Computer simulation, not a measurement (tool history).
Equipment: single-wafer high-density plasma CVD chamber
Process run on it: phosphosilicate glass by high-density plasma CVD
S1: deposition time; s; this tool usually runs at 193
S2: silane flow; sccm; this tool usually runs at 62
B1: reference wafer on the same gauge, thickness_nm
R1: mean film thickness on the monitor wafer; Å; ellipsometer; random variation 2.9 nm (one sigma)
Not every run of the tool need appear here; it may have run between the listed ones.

| run | hour | S1 | S2 | B1 | R1 |
|---|---|---|---|---|---|
| 1 | 0.0 | 193 | 62 | 1269.742 | 12348.89 |
| 2 | 48.1 | 193 | 62 | 1268.749 | 12312.59 |
| 3 | 79.7 | 193 | 62 | 1270.286 | 12325.31 |
| 4 | 112.9 | 193 | 62 | 1270.201 | 12349.26 |
| 5 | 171.2 | 193 | 62 | 1269.595 | 12280.05 |
| 6 | 231.0 | 193 | 62 | 1269.990 | 12299.05 |
| 7 | 263.0 | 168 | 62 | 1269.083 | 10716.53 |
| 8 | 294.5 | 165 | 62 | 1270.075 | 10546.57 |
| 9 | 331.5 | 193 | 59 | 1269.432 | 11774.61 |
| 10 | 379.2 | 193 | 59 | 1270.568 | 11737.18 |
| 11 | 425.9 | 193 | 59 | 1269.750 | 11799.11 |
|  | 431.9 | gauge calibrated |
| 12 | 483.3 | 193 | 62 | 1270.687 | 12344.40 |
| 13 | 528.9 | 193 | 62 | 1268.215 | 12313.53 |
| 14 | 553.6 | 193 | 62 | 1270.885 | 12382.31 |
| 15 | 591.5 | 193 | 69 | 1268.751 | 13795.14 |
| 16 | 621.5 | 180 | 67 | 1270.632 | 12433.77 |
|  | 631.3 | silane flow controller replaced |
| 17 | 660.5 | 193 | 62 | 1269.730 | 11871.37 |
| 18 | 695.4 | 218 | 62 | 1270.349 | 13499.03 |
| 19 | 754.4 | 193 | 57 | 1269.441 | 11003.30 |
| 20 | 814.8 | 218 | 53 | 1268.699 | 11556.38 |
| 21 | 949.7 | 156 | 68 | 1270.629 | 10666.92 |
| 22 | 1015.5 | 216 | 72 | 1269.167 | 15732.11 |
| 23 | 1071.2 | 173 | 62 | 1270.274 | 10845.24 |
| 24 | 1109.8 | 155 | 62 | 1268.482 | 9755.80 |
| 25 | 1149.2 | 179 | 55 | 1269.037 | 10007.30 |
| 26 | 1195.3 | 160 | 62 | 1269.891 | 10136.35 |
| 27 | 1255.3 | 193 | 62 | 1268.945 | 12258.41 |
| 28 | 1285.7 | 208 | 68 | 1271.599 | 14479.67 |

Branching from run 28: 5 alternative next runs. What would each branch give?
| A | 1286.2 | 208 | 62 | ? | ? |
| B | 1286.2 | 193 | 71 | ? | ? |
| C | 1286.2 | 193 | 74 | ? | ? |
| D | 1286.2 | 165 | 58 | ? | ? |
| E | 1286.2 | 171 | 54 | ? | ? |

| run | B1 | R1 |
|---|---|---|
| A | 1269.420 | 13266.89 |
| B | 1269.420 | 14097.10 |
| C | 1269.420 | 14692.75 |
| D | 1269.420 | 9845.23 |
| E | 1269.420 | 9499.57 |
Without the tool's unlogged condition, the same runs would have read:
| run | R1 |
|---|---|
| A | 12805.64 |
| B | 13606.99 |
| C | 14181.93 |
| D | 9502.95 |
| E | 9169.30 |
